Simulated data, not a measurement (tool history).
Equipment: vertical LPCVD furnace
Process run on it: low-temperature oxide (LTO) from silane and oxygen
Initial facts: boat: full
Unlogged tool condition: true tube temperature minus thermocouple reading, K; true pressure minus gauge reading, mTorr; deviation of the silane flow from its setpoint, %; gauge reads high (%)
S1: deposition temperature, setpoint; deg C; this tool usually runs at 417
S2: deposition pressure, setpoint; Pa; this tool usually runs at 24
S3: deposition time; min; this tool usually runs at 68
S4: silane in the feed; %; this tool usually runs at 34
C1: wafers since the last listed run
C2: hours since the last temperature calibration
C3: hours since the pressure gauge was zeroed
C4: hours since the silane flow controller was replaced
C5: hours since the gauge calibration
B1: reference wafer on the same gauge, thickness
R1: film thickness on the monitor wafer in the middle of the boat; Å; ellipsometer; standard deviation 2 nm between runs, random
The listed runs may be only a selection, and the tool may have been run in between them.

| run | hour | S1 | S2 | S3 | S4 | C1 | C2 | C3 | C4 | C5 | B1 | R1 |
|---|---|---|---|---|---|---|---|---|---|---|---|---|
| 1 | 0 | 417 | 24 | 68 | 34 | 0 | 1259.5 | 2625.3 | 1023.2 | 1024.7 | 463.65 | 4616.9 |
| 2 | 44.9 | 417 | 24 | 68 | 34 | 909 | 1304.4 | 2670.2 | 1068.1 | 1069.6 | 464.11 | 4590.9 |
| 3 | 116 | 417 | 24 | 68 | 34 | 1439 | 1375.5 | 2741.3 | 1139.2 | 1140.7 | 464.28 | 4626.4 |
| 4 | 154.6 | 417 | 20 | 68 | 34 | 781 | 1414.1 | 2779.9 | 1177.8 | 1179.3 | 463.65 | 3815.5 |
| 5 | 201.3 | 417 | 24 | 79.5 | 31 | 945 | 1460.8 | 2826.6 | 1224.5 | 1226 | 463.45 | 4709.4 |
| 6 | 261.2 | 417 | 24 | 79.5 | 31 | 1213 | 1520.7 | 2886.5 | 1284.4 | 1285.9 | 463.92 | 4690 |
| 7 | 317.2 | 417 | 24 | 79.5 | 31 | 1134 | 1576.7 | 2942.5 | 1340.4 | 1341.9 | 464.07 | 4722.3 |
| 8 | 354 | 417 | 21.3 | 68 | 34 | 745 | 1613.5 | 2979.3 | 1377.2 | 1378.7 | 464.24 | 4058.8 |
| 9 | 403.4 | 425 | 24 | 68 | 34 | 1000 | 1662.9 | 3028.7 | 1426.6 | 1428.1 | 463.66 | 4968.6 |
| 10 | 446.4 | 417 | 24 | 68 | 34 | 870 | 1705.9 | 3071.7 | 1469.6 | 1471.1 | 464.02 | 4602.9 |
|  | 478.9 | gauge calibrated |
| 11 | 491.8 | 417 | 24 | 68 | 34 | 919 | 1751.3 | 3117.1 | 1515 | 12.9 | 464.15 | 4585 |
| 12 | 542.4 | 417 | 24 | 68 | 34 | 1024 | 1801.9 | 3167.7 | 1565.6 | 63.5 | 463.69 | 4581 |
| 13 | 602.9 | 409 | 24 | 68 | 36 | 1225 | 1862.4 | 3228.2 | 1626.1 | 124 | 464.27 | 4546.3 |
| 14 | 672.4 | 417 | 24 | 68 | 34 | 1407 | 1931.9 | 3297.7 | 1695.6 | 193.5 | 464.32 | 4564.3 |

Run 15 has not been measured yet. What should we expect?
| 15 | 717.1 | 417 | 21.3 | 68 | 34 | 905 | 1976.6 | 3342.4 | 1740.3 | 238.2 | ? | ? |

Run 15 came out at B1 464.42, R1 4085.1 Å.
With the hidden condition absent and the run-to-run variation left alone, this run would have shown R1 4268.3 Å.
